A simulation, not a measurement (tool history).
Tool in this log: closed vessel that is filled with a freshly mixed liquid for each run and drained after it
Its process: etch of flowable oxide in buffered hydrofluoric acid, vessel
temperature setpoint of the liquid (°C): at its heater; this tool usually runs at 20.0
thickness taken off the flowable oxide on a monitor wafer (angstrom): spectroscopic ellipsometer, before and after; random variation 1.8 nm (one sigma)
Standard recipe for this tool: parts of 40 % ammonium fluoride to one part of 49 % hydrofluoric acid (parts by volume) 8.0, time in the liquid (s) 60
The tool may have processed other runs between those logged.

run   hour  temperature setpoint of the liquid (°C)  parts of 40 % ammonium fluoride to one part of 49 % hydrofluoric acid (parts by volume)  time in the liquid (s)  read-back film thickness of the flowable oxide reference wafer, read on the same gauge (nm)  thickness taken off the flowable oxide on a monitor wafer (angstrom)
  1    0.0                                     22.5                                                                                      8.0                      60                                                                                       110.02                                                                3915.7
  2   20.6                                     21.5                                                                                      8.0                      45                                                                                       109.99                                                                2757.1
      52.3  -- gauge calibrated
  3   53.6                                     21.5                                                                                      8.0                      45                                                                                       110.00                                                                2738.0
  4   70.4                                     20.0                                                                                      8.0                      60                                                                                       110.01                                                                3382.4
  5   86.5                                     20.0                                                                                      8.0                      60                                                                                       110.00                                                                3387.7
  6  113.6                                     20.0                                                                                      8.0                      60                                                                                       110.02                                                                3347.8
  7  134.5                                     20.0                                                                                      8.0                      60                                                                                       110.01                                                                3353.8
  8  158.3                                     20.0                                                                                      8.0                      60                                                                                       109.99                                                                3385.0
  9  177.5                                     20.0                                                                                      8.0                      60                                                                                       109.99                                                                3358.4
 10  197.0                                     20.0                                                                                      8.0                      60                                                                                       110.02                                                                3368.3
 11  275.5                                     20.0                                                                                      8.0                      60                                                                                       110.00                                                                3332.0
 12  305.7                                     20.0                                                                                      8.0                      60                                                                                       110.00                                                                3351.7
 13  334.2                                     20.0                                                                                      8.0                      60                                                                                       110.01                                                                3386.1
 14  359.4                                     20.0                                                                                      8.0                      60                                                                                       110.00                                                                3351.7
     370.9  -- hydrofluoric acid flow meter replaced
 15  376.1                                     20.0                                                                                      8.0                      60                                                                                       110.01                                                                3373.7
 16  403.3                                     24.0                                                                                      5.5                      95                                                                                       110.00                                                                9387.6
 17  419.3                                     20.0                                                                                      8.0                      60                                                                                       110.00                                                                3383.8
 18  436.7                                     20.0                                                                                      8.0                      60                                                                                       110.00                                                                3387.4
 19  455.8                                     20.0                                                                                      6.5                      60                                                                                       109.99                                                                4156.4
 20  482.0                                     21.5                                                                                      8.0                      50                                                                                       109.99                                                                3062.1
     502.5  -- thermometer replaced
 21  503.0                                     17.5                                                                                      8.0                      60                                                                                       109.98                                                                2925.6
 22  555.5                                     17.0                                                                                      6.5                      75                                                                                       110.00                                                                4395.9
 23  590.6                                     20.0                                                                                     10.0                      70                                                                                       109.98                                                                3230.7
 24  608.6                                     17.5                                                                                      5.5                      70                                                                                       110.01                                                                4874.3
 25  627.4                                     23.5                                                                                      6.5                      70                                                                                       110.00                                                                5901.5
 26  654.3                                     20.0                                                                                      8.0                      60                                                                                       109.99                                                                3367.8
 27  681.4                                     20.0                                                                                      8.0                      80                                                                                       110.02                                                                4546.1
     699.3  -- gauge calibrated
 28  772.5                                     20.0                                                                                     11.0                      45                                                                                       110.02                                                                1894.0
 29  791.4                                     18.5                                                                                      7.0                      60                                                                                       110.01                                                                3597.7
 30  817.2                                     21.5                                                                                     10.5                      70                                                                                       110.02                                                                3339.5
 31  840.3                                     20.0                                                                                     10.5                      60                                                                                       110.01                                                                2665.9
 32  868.8                                     21.5                                                                                      6.0                      80                                                                                       110.01                                                                6385.0
 33  893.0                                     20.0                                                                                      8.0                      60                                                                                       110.01                                                                3402.9

Here are 4 independent what-if runs from the current tool condition. What would each one return?
  A  893.7                                     20.0                                                                                      8.0                      60                                                                                            ?                                                                     ?
  B  893.7                                     17.0                                                                                      8.0                      80                                                                                            ?                                                                     ?
  C  893.7                                     20.0                                                                                      8.0                      70                                                                                            ?                                                                     ?
  D  893.7                                     17.0                                                                                      6.0                      85                                                                                            ?                                                                     ?

run  read-back film thickness of the flowable oxide reference wafer, read on the same gauge (nm)  thickness taken off the flowable oxide on a monitor wafer (angstrom)
  A                                                                                       110.01                                                                3330.2
  B                                                                                       110.01                                                                3747.8
  C                                                                                       110.01                                                                3885.2
  D                                                                                       110.01                                                                5259.6
Stripped of hidden state, with their random variation kept, the same runs would have yielded:
run  thickness taken off the flowable oxide on a monitor wafer (angstrom)
  A                                                                3330.2
  B                                                                3747.8
  C                                                                3885.2
  D                                                                5259.6

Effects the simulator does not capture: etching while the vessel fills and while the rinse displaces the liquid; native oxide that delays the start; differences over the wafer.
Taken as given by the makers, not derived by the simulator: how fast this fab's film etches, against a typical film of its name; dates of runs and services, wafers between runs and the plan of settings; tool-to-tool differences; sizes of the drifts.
